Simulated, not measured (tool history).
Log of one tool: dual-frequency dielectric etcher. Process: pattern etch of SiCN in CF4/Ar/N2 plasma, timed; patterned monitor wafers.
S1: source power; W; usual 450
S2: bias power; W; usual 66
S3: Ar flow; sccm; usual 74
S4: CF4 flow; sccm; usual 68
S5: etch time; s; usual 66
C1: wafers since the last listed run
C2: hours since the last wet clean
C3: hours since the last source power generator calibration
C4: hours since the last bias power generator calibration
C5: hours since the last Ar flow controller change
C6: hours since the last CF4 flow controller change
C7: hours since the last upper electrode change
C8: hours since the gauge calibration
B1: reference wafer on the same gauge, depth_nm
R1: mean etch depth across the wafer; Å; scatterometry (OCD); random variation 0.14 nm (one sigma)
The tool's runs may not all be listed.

| run | hour | S1 | S2 | S3 | S4 | S5 | C1 | C2 | C3 | C4 | C5 | C6 | C7 | C8 | B1 | R1 |
|---|---|---|---|---|---|---|---|---|---|---|---|---|---|---|---|---|
| 1 | 0 | 400 | 66 | 74 | 68 | 66 | 0 | 245.6 | 27.7 | 104.2 | 4686.9 | 309.4 | 81 | 138.6 | 66.4 | 548 |
| 2 | 32 | 450 | 66 | 74 | 68 | 66 | 221 | 277.6 | 59.7 | 136.2 | 4718.9 | 341.4 | 113 | 170.6 | 66.4 | 623 |
| 3 | 64.1 | 450 | 66 | 74 | 68 | 66 | 221 | 309.7 | 91.8 | 168.3 | 4751 | 373.5 | 145.1 | 202.7 | 66.4 | 619 |
| 4 | 96.4 | 480 | 66 | 64 | 84 | 73 | 223 | 342 | 124.1 | 200.6 | 4783.3 | 405.8 | 177.4 | 235 | 66.4 | 786 |
| 5 | 111.9 | 450 | 51 | 74 | 68 | 66 | 107 | 357.5 | 139.6 | 216.1 | 4798.8 | 421.3 | 192.9 | 250.5 | 66.4 | 573 |
| 6 | 138.4 | 550 | 66 | 74 | 68 | 47.5 | 183 | 384 | 166.1 | 242.6 | 4825.3 | 447.8 | 219.4 | 277 | 66.4 | 551 |
| 7 | 159.7 | 390 | 66 | 88 | 68 | 66 | 147 | 405.3 | 187.4 | 263.9 | 4846.6 | 469.1 | 240.7 | 298.3 | 66.3 | 513 |
| 8 | 176.7 | 450 | 59 | 62 | 68 | 46 | 117 | 422.3 | 204.4 | 280.9 | 4863.6 | 486.1 | 257.7 | 315.3 | 66.4 | 436 |
|  | 194.9 | Ar flow controller replaced |
| 9 | 195.4 | 450 | 81 | 74 | 59 | 84.5 | 87 | 441 | 223.1 | 299.6 | 0.5 | 504.8 | 276.4 | 334 | 66.4 | 831 |
| 10 | 216.6 | 450 | 56 | 74 | 68 | 66 | 146 | 462.2 | 244.3 | 320.8 | 21.7 | 526 | 297.6 | 355.2 | 66.4 | 592 |
| 11 | 240.7 | 450 | 66 | 85 | 84 | 66 | 166 | 486.3 | 268.4 | 344.9 | 45.8 | 550.1 | 321.7 | 379.3 | 66.4 | 630 |
| 12 | 264.5 | 450 | 66 | 66 | 68 | 49.5 | 164 | 510.1 | 292.2 | 368.7 | 69.6 | 573.9 | 345.5 | 403.1 | 66.4 | 478 |
|  | 300.4 | wet clean of the chamber |
| 13 | 300.9 | 450 | 66 | 74 | 60 | 66 | 85 | 0.5 | 328.6 | 405.1 | 106 | 610.3 | 381.9 | 439.5 | 66.4 | 601 |
| 14 | 308.4 | 450 | 54 | 79 | 68 | 60 | 51 | 8 | 336.1 | 412.6 | 113.5 | 617.8 | 389.4 | 447 | 66.4 | 518 |
| 15 | 339.8 | 450 | 66 | 74 | 68 | 66 | 216 | 39.4 | 367.5 | 444 | 144.9 | 649.2 | 420.8 | 478.4 | 66.4 | 615 |
| 16 | 362.7 | 360 | 78 | 79 | 52 | 66 | 158 | 62.3 | 390.4 | 466.9 | 167.8 | 672.1 | 443.7 | 501.3 | 66.4 | 480 |
| 17 | 383.4 | 450 | 73 | 86 | 60 | 66 | 142 | 83 | 411.1 | 487.6 | 188.5 | 692.8 | 464.4 | 522 | 66.5 | 600 |
| 18 | 408.1 | 560 | 60 | 74 | 60 | 66 | 170 | 107.7 | 435.8 | 512.3 | 213.2 | 717.5 | 489.1 | 546.7 | 66.4 | 735 |
| 19 | 435.4 | 400 | 51 | 92 | 81 | 66 | 188 | 135 | 463.1 | 539.6 | 240.5 | 744.8 | 516.4 | 574 | 66.4 | 496 |
| 20 | 459.7 | 450 | 66 | 74 | 68 | 66 | 167 | 159.3 | 487.4 | 563.9 | 264.8 | 769.1 | 540.7 | 598.3 | 66.4 | 622 |
| 21 | 485.1 | 450 | 66 | 74 | 68 | 66 | 175 | 184.7 | 512.8 | 589.3 | 290.2 | 794.5 | 566.1 | 623.7 | 66.4 | 620 |

5 ways to go on from here, each from the tool as it stands after run 21. What would each give?
| A | 485.5 | 450 | 66 | 74 | 68 | 66 | 2 | 185.1 | 513.2 | 589.7 | 290.6 | 794.9 | 566.5 | 624.1 | ? | ? |
| B | 485.5 | 450 | 66 | 60 | 63 | 66 | 2 | 185.1 | 513.2 | 589.7 | 290.6 | 794.9 | 566.5 | 624.1 | ? | ? |
| C | 485.5 | 450 | 66 | 64 | 68 | 66 | 2 | 185.1 | 513.2 | 589.7 | 290.6 | 794.9 | 566.5 | 624.1 | ? | ? |
| D | 485.5 | 450 | 76 | 74 | 68 | 72.5 | 2 | 185.1 | 513.2 | 589.7 | 290.6 | 794.9 | 566.5 | 624.1 | ? | ? |
| E | 485.5 | 360 | 66 | 79 | 63 | 54.5 | 2 | 185.1 | 513.2 | 589.7 | 290.6 | 794.9 | 566.5 | 624.1 | ? | ? |

| run | B1 | R1 |
|---|---|---|
| A | 66.4 | 621 |
| B | 66.4 | 642 |
| C | 66.4 | 642 |
| D | 66.4 | 715 |
| E | 66.4 | 390 |
Without the tool's hidden state the same runs would have given:
| run | R1 |
|---|---|
| A | 621 |
| B | 642 |
| C | 642 |
| D | 715 |
| E | 390 |

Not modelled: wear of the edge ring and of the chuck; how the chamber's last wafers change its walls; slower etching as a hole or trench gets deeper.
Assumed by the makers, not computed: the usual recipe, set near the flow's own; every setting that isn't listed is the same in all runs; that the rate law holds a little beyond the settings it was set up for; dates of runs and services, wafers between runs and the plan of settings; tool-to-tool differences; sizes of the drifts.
